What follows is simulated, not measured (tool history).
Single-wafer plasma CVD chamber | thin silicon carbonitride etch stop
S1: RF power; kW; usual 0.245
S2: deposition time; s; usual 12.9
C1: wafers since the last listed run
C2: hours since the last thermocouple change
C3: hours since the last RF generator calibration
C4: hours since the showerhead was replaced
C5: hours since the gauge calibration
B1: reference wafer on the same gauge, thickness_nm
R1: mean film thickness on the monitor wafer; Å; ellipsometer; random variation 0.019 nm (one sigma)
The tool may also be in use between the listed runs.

run 1 hour=0 | S1=0.245 S2=12.9 | C1=0 C2=540.2 C3=313.5 C4=3803.1 C5=437.1 | B1=6.736 | R1=79.21
run 2 hour=70.5 | S1=0.245 S2=12.9 | C1=1509 C2=610.7 C3=384 C4=3873.6 C5=507.6 | B1=6.73 | R1=79.5
run 3 hour=100 | S1=0.245 S2=12.9 | C1=631 C2=640.2 C3=413.5 C4=3903.1 C5=537.1 | B1=6.737 | R1=79.38
run 4 hour=169.8 | S1=0.245 S2=12.9 | C1=1494 C2=710 C3=483.3 C4=3972.9 C5=606.9 | B1=6.721 | R1=79.5
run 5 hour=204 | S1=0.265 S2=12.9 | C1=732 C2=744.2 C3=517.5 C4=4007.1 C5=641.1 | B1=6.737 | R1=82.12
run 6 hour=274.7 | S1=0.265 S2=12.9 | C1=1514 C2=814.9 C3=588.2 C4=4077.8 C5=711.8 | B1=6.716 | R1=82.37
run 7 hour=312.5 | S1=0.265 S2=12.9 | C1=809 C2=852.7 C3=626 C4=4115.6 C5=749.6 | B1=6.719 | R1=81.9
run 8 hour=369.4 | S1=0.245 S2=12.9 | C1=1218 C2=909.6 C3=682.9 C4=4172.5 C5=806.5 | B1=6.708 | R1=79.51
run 9 hour=429.8 | S1=0.245 S2=12.9 | C1=1293 C2=970 C3=743.3 C4=4232.9 C5=866.9 | B1=6.71 | R1=79.12
run 10 hour=482.6 | S1=0.245 S2=11.2 | C1=1130 C2=1022.8 C3=796.1 C4=4285.7 C5=919.7 | B1=6.701 | R1=68.91
run 11 hour=509.5 | S1=0.245 S2=11.2 | C1=576 C2=1049.7 C3=823 C4=4312.6 C5=946.6 | B1=6.702 | R1=68.82
-- hour=531.7 thermocouple changed; heater temperature recalibrated
run 12 hour=541.5 | S1=0.245 S2=12.9 | C1=513 C2=9.8 C3=855 C4=4344.6 C5=978.6 | B1=6.693 | R1=79.06
run 13 hour=578.6 | S1=0.245 S2=12.9 | C1=794 C2=46.9 C3=892.1 C4=4381.7 C5=1015.7 | B1=6.684 | R1=78.82
-- hour=593.5 showerhead replaced
run 14 hour=646.8 | S1=0.245 S2=12.9 | C1=1289 C2=115.1 C3=960.3 C4=53.3 C5=1083.9 | B1=6.677 | R1=79.02
run 15 hour=693.9 | S1=0.245 S2=12.9 | C1=1008 C2=162.2 C3=1007.4 C4=100.4 C5=1131 | B1=6.668 | R1=79.08
run 16 hour=728 | S1=0.245 S2=12.9 | C1=730 C2=196.3 C3=1041.5 C4=134.5 C5=1165.1 | B1=6.663 | R1=79.03
run 17 hour=798.8 | S1=0.245 S2=12.9 | C1=1516 C2=267.1 C3=1112.3 C4=205.3 C5=1235.9 | B1=6.654 | R1=78.57
-- hour=811.9 RF generator calibrated
run 18 hour=850 | S1=0.2 S2=15.1 | C1=925 C2=318.3 C3=38.1 C4=256.5 C5=1287.1 | B1=6.644 | R1=83.88
run 19 hour=892.6 | S1=0.245 S2=11 | C1=912 C2=360.9 C3=80.7 C4=299.1 C5=1329.7 | B1=6.645 | R1=66.72
run 20 hour=943.7 | S1=0.215 S2=12.9 | C1=1094 C2=412 C3=131.8 C4=350.2 C5=1380.8 | B1=6.631 | R1=73.88
run 21 hour=990.9 | S1=0.245 S2=14.9 | C1=1010 C2=459.2 C3=179 C4=397.4 C5=1428 | B1=6.624 | R1=90.34
run 22 hour=1019.1 | S1=0.245 S2=12.9 | C1=603 C2=487.4 C3=207.2 C4=425.6 C5=1456.2 | B1=6.624 | R1=78.33
run 23 hour=1072.1 | S1=0.245 S2=12.9 | C1=1134 C2=540.4 C3=260.2 C4=478.6 C5=1509.2 | B1=6.615 | R1=78.37
run 24 hour=1102.6 | S1=0.245 S2=12.9 | C1=653 C2=570.9 C3=290.7 C4=509.1 C5=1539.7 | B1=6.606 | R1=78.05
run 25 hour=1158.5 | S1=0.245 S2=12.9 | C1=1197 C2=626.8 C3=346.6 C4=565 C5=1595.6 | B1=6.593 | R1=77.87
-- hour=1171.7 gauge calibrated
run 26 hour=1194.9 | S1=0.265 S2=12.9 | C1=779 C2=663.2 C3=383 C4=601.4 C5=23.2 | B1=6.724 | R1=82.37
run 27 hour=1237.3 | S1=0.2 S2=10.7 | C1=907 C2=705.6 C3=425.4 C4=643.8 C5=65.6 | B1=6.718 | R1=59.99
run 28 hour=1281.4 | S1=0.245 S2=13.8 | C1=944 C2=749.7 C3=469.5 C4=687.9 C5=109.7 | B1=6.724 | R1=84.92
run 29 hour=1336 | S1=0.245 S2=14.1 | C1=1169 C2=804.3 C3=524.1 C4=742.5 C5=164.3 | B1=6.721 | R1=86.21
-- hour=1350.4 thermocouple changed; heater temperature recalibrated
run 30 hour=1443.3 | S1=0.26 S2=12.9 | C1=2126 C2=92.9 C3=631.4 C4=849.8 C5=271.6 | B1=6.711 | R1=81.25
run 31 hour=1470.7 | S1=0.245 S2=11.2 | C1=586 C2=120.3 C3=658.8 C4=877.2 C5=299 | B1=6.718 | R1=68.88
run 32 hour=1526.6 | S1=0.205 S2=12.9 | C1=1197 C2=176.2 C3=714.7 C4=933.1 C5=354.9 | B1=6.717 | R1=73.18
run 33 hour=1567.4 | S1=0.245 S2=14.4 | C1=873 C2=217 C3=755.5 C4=973.9 C5=395.7 | B1=6.711 | R1=88.54
run 34 hour=1600.4 | S1=0.22 S2=14.8 | C1=706 C2=250 C3=788.5 C4=1006.9 C5=428.7 | B1=6.7 | R1=86.7
run 35 hour=1638.1 | S1=0.245 S2=12.9 | C1=807 C2=287.7 C3=826.2 C4=1044.6 C5=466.4 | B1=6.699 | R1=79.05

Forecast each of these 4 alternatives for the next run:
run A hour=1638.5 | S1=0.245 S2=12.9 | C1=8 C2=288.1 C3=826.6 C4=1045 C5=466.8 | B1=? | R1=?
run B hour=1638.5 | S1=0.265 S2=11 | C1=8 C2=288.1 C3=826.6 C4=1045 C5=466.8 | B1=? | R1=?
run C hour=1638.5 | S1=0.275 S2=15.1 | C1=8 C2=288.1 C3=826.6 C4=1045 C5=466.8 | B1=? | R1=?
run D hour=1638.5 | S1=0.27 S2=13.6 | C1=8 C2=288.1 C3=826.6 C4=1045 C5=466.8 | B1=? | R1=?

run=A B1=6.706 R1=79.51
run=B B1=6.706 R1=70.13
run=C B1=6.706 R1=97.78
run=D B1=6.706 R1=87.39
Without the tool's hidden state the same runs would have given:
run=A R1=80.04
run=B R1=70.59
run=C R1=98.42
run=D R1=87.96
